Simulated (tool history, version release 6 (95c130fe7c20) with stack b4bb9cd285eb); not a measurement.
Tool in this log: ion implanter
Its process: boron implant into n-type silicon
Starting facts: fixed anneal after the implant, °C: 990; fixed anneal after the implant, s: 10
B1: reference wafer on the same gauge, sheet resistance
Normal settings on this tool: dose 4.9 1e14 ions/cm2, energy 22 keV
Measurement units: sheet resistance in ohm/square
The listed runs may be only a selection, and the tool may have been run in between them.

Run 1, hour 0: usual settings; B1 178.38. Result: sheet resistance 213.01 ohm/square.
Run 2, hour 36.2: usual settings; B1 178.47. Result: sheet resistance 213.75 ohm/square.
Run 3, hour 81.3: usual settings; B1 178.42. Result: sheet resistance 212.06 ohm/square.
Run 4, hour 159.3: usual settings; B1 177.86. Result: sheet resistance 212.34 ohm/square.
Run 5, hour 221: usual settings; B1 177.82. Result: sheet resistance 213.87 ohm/square.
Run 6, hour 302.6: usual settings; B1 177.34. Result: sheet resistance 211.1 ohm/square.
Run 7, hour 364.9: usual settings; B1 176.77. Result: sheet resistance 211.94 ohm/square.
Run 8, hour 430.7: usual settings; B1 176.46. Result: sheet resistance 211.3 ohm/square.
Run 9, hour 507.6: usual settings; B1 176.21. Result: sheet resistance 210.82 ohm/square.
Run 10, hour 613.2: usual settings; B1 180.06. Result: sheet resistance 215.7 ohm/square.
Run 11, hour 692.5: usual settings; B1 180.27. Result: sheet resistance 214.29 ohm/square.
Run 12, hour 738.7: usual settings but dose 5.28 1e14 ions/cm2; B1 180.24. Result: sheet resistance 202.71 ohm/square.
Run 13, hour 844.1: usual settings but dose 5.96 1e14 ions/cm2; B1 179.96. Result: sheet resistance 184.75 ohm/square.
Run 14, hour 943.8: usual settings but dose 6.15 1e14 ions/cm2, energy 15 keV; B1 179.89. Result: sheet resistance 183.42 ohm/square.
Run 15, hour 991: usual settings but dose 6.26 1e14 ions/cm2, energy 18.5 keV; B1 179.79. Result: sheet resistance 180.06 ohm/square.
Run 16, hour 1075.1: usual settings but dose 5.86 1e14 ions/cm2; B1 179.55. Result: sheet resistance 185.39 ohm/square.
Run 17, hour 1115.6: usual settings; B1 179.33. Result: sheet resistance 214.14 ohm/square.
Run 18, hour 1174.4: usual settings but energy 18.5 keV; B1 179.35. Result: sheet resistance 218.45 ohm/square.
Run 19, hour 1275.9: usual settings; B1 179.31. Result: sheet resistance 214.17 ohm/square.
Run 20, hour 1329: usual settings; B1 178.89. Result: sheet resistance 214.22 ohm/square.
Run 21, hour 1395.8: usual settings but dose 5.81 1e14 ions/cm2, energy 26.5 keV; B1 178.8. Result: sheet resistance 183.71 ohm/square.
Run 22, hour 1459.1: usual settings but dose 3.53 1e14 ions/cm2, energy 27.5 keV; B1 178.64. Result: sheet resistance 272.07 ohm/square.

Removed from this log: 3 entries logged between the listed runs. Between which two listed runs does each belong, and how does the tool's hidden state at the listed run before it compare with that at the listed run after it?
From run 9 to run 10: gauge calibrated (hour 530.3)
  gauge reads high (%): -2.18 -> 0.13
  the result without the hidden state subtracted from the measured one, sheet resistance: -4.71 -> +0.28 ohm/square
From run 13 to run 14: Faraday cup replaced and dose calibrated (hour 926.3)
  gauge reads high (%): 0.0259 -> -0.0566
  the result without the hidden state subtracted from the measured one, sheet resistance: +0.05 -> -0.11 ohm/square
From run 15 to run 16: extraction supply calibrated (hour 1007.1)
  gauge reads high (%): -0.104 -> -0.2
  the result without the hidden state subtracted from the measured one, sheet resistance: -0.18 -> -0.37 ohm/square
